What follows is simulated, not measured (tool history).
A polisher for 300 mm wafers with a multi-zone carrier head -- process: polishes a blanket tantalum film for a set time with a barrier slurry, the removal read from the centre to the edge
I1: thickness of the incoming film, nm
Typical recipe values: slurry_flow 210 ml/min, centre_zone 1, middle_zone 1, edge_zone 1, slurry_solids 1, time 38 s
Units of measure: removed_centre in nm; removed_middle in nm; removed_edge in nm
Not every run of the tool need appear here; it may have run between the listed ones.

{"run": 1, "hour": 0.0, "slurry_flow": 210, "centre_zone": 1, "middle_zone": 1.04, "edge_zone": 1, "slurry_solids": 1, "time": 38, "I1": 201.4, "removed_centre": 63.8, "removed_middle": 58.5, "removed_edge": 59.9}
{"run": 2, "hour": 56.9, "slurry_flow": 210, "centre_zone": 1, "middle_zone": 1.04, "edge_zone": 1, "slurry_solids": 1, "time": 38, "I1": 201.9, "removed_centre": 63.3, "removed_middle": 59.7, "removed_edge": 60.8}
{"run": 3, "hour": 107.8, "slurry_flow": 210, "centre_zone": 1, "middle_zone": 1.04, "edge_zone": 1, "slurry_solids": 1, "time": 38, "I1": 200.3, "removed_centre": 64.2, "removed_middle": 58.9, "removed_edge": 59.4}
{"run": 4, "hour": 142.4, "slurry_flow": 210, "centre_zone": 1, "middle_zone": 1, "edge_zone": 1, "slurry_solids": 1, "time": 38, "I1": 197.7, "removed_centre": 63.6, "removed_middle": 58.7, "removed_edge": 60.4}
{"run": 5, "hour": 189.8, "slurry_flow": 210, "centre_zone": 1, "middle_zone": 1, "edge_zone": 1, "slurry_solids": 1, "time": 38, "I1": 200.4, "removed_centre": 63.8, "removed_middle": 58.5, "removed_edge": 60}
{"hour": 226.4, "done": "worn pad replaced by a new one"}
{"run": 6, "hour": 244.9, "slurry_flow": 210, "centre_zone": 1, "middle_zone": 1, "edge_zone": 1, "slurry_solids": 1, "time": 38, "I1": 198.5, "removed_centre": 64.3, "removed_middle": 57.9, "removed_edge": 59.9}
{"run": 7, "hour": 303.0, "slurry_flow": 255, "centre_zone": 0.94, "middle_zone": 1, "edge_zone": 1, "slurry_solids": 1, "time": 38, "I1": 202.3, "removed_centre": 61.9, "removed_middle": 62.2, "removed_edge": 61.1}
{"run": 8, "hour": 364.4, "slurry_flow": 255, "centre_zone": 0.94, "middle_zone": 1, "edge_zone": 1, "slurry_solids": 1, "time": 38, "I1": 201.1, "removed_centre": 62, "removed_middle": 61.9, "removed_edge": 61.1}
{"run": 9, "hour": 402.1, "slurry_flow": 210, "centre_zone": 0.92, "middle_zone": 1, "edge_zone": 1, "slurry_solids": 1, "time": 38, "I1": 198.2, "removed_centre": 60.4, "removed_middle": 58.7, "removed_edge": 60.3}
{"hour": 408.2, "done": "edge zone pressure recalibrated"}
{"hour": 461.8, "done": "worn pad replaced by a new one"}
{"hour": 493.6, "done": "carrier head's membrane replaced by a new one"}
{"run": 10, "hour": 533.4, "slurry_flow": 190, "centre_zone": 1, "middle_zone": 1, "edge_zone": 1, "slurry_solids": 1.25, "time": 38, "I1": 198.4, "removed_centre": 66.3, "removed_middle": 59.8, "removed_edge": 62}
{"run": 11, "hour": 570.4, "slurry_flow": 210, "centre_zone": 1.1, "middle_zone": 1, "edge_zone": 1.06, "slurry_solids": 0.9, "time": 38, "I1": 202.4, "removed_centre": 67.3, "removed_middle": 57.2, "removed_edge": 60.7}
{"hour": 595.5, "done": "centre zone pressure recalibrated"}
{"run": 12, "hour": 601.3, "slurry_flow": 210, "centre_zone": 1, "middle_zone": 1, "edge_zone": 1.06, "slurry_solids": 1, "time": 38, "I1": 203.5, "removed_centre": 58.7, "removed_middle": 59.2, "removed_edge": 62.7}
{"run": 13, "hour": 625.7, "slurry_flow": 210, "centre_zone": 0.91, "middle_zone": 1.12, "edge_zone": 1.09, "slurry_solids": 1, "time": 35, "I1": 196.6, "removed_centre": 50.5, "removed_middle": 57.9, "removed_edge": 57.2}
{"hour": 653.8, "done": "slurry nozzle cleaned"}
{"hour": 672.6, "done": "worn pad replaced by a new one"}
{"run": 14, "hour": 677.3, "slurry_flow": 210, "centre_zone": 1, "middle_zone": 1, "edge_zone": 1, "slurry_solids": 1, "time": 38, "I1": 202.9, "removed_centre": 59.7, "removed_middle": 58.3, "removed_edge": 59.9}
{"run": 15, "hour": 736.9, "slurry_flow": 210, "centre_zone": 1, "middle_zone": 1.11, "edge_zone": 0.92, "slurry_solids": 1, "time": 38, "I1": 200, "removed_centre": 59.5, "removed_middle": 60.8, "removed_edge": 56.5}
{"run": 16, "hour": 788.4, "slurry_flow": 210, "centre_zone": 1.07, "middle_zone": 0.89, "edge_zone": 1.05, "slurry_solids": 1.25, "time": 38, "I1": 195.7, "removed_centre": 67.6, "removed_middle": 59.6, "removed_edge": 64.8}
{"run": 17, "hour": 825.6, "slurry_flow": 210, "centre_zone": 1, "middle_zone": 1, "edge_zone": 1, "slurry_solids": 0.8, "time": 38, "I1": 200.4, "removed_centre": 57.9, "removed_middle": 55.7, "removed_edge": 57.6}
{"run": 18, "hour": 897.4, "slurry_flow": 210, "centre_zone": 1, "middle_zone": 0.93, "edge_zone": 1, "slurry_solids": 1.2, "time": 46, "I1": 201.6, "removed_centre": 76.5, "removed_middle": 71.1, "removed_edge": 74.7}
{"hour": 942.4, "done": "worn pad replaced by a new one"}
{"run": 19, "hour": 956.0, "slurry_flow": 210, "centre_zone": 1, "middle_zone": 1, "edge_zone": 1, "slurry_solids": 1, "time": 38, "I1": 201.1, "removed_centre": 61.8, "removed_middle": 58.8, "removed_edge": 59.3}
{"run": 20, "hour": 1012.3, "slurry_flow": 210, "centre_zone": 1, "middle_zone": 1, "edge_zone": 1, "slurry_solids": 1, "time": 38, "I1": 200.8, "removed_centre": 61.9, "removed_middle": 60, "removed_edge": 60.7}

Measured less the same run without the tool's hidden state. The same run-to-run variation is in both; the gauge's scatter may not be:
Hidden conditions of the tool in this case: removal rate lost through wear of the pad, %; slurry flow missing at the pad, %; deviation of the centre zone's pressure from its setpoint, %; deviation of the edge zone's pressure from its setpoint, %.
run=1 removed_centre=+5.3
run=2 removed_centre=+5.3
run=3 removed_centre=+5.5
run=4 removed_centre=+5.5
run=5 removed_centre=+5.6
run=6 removed_centre=+5.6
run=7 removed_centre=+5.5
run=8 removed_centre=+5.6
run=9 removed_centre=+5.4
run=10 removed_centre=+6.1
run=11 removed_centre=+6.1
run=12 removed_centre=+0.3
run=13 removed_centre=+0.5
run=14 removed_centre=+1.1
run=15 removed_centre=+1.7
run=16 removed_centre=+2.4
run=17 removed_centre=+2.3
run=18 removed_centre=+3.7
run=19 removed_centre=+3.3
run=20 removed_centre=+3.6
removed_middle without the hidden state stays within 0.1 nm of what was measured, in all runs.
For removed_edge, the difference is zero in each run.
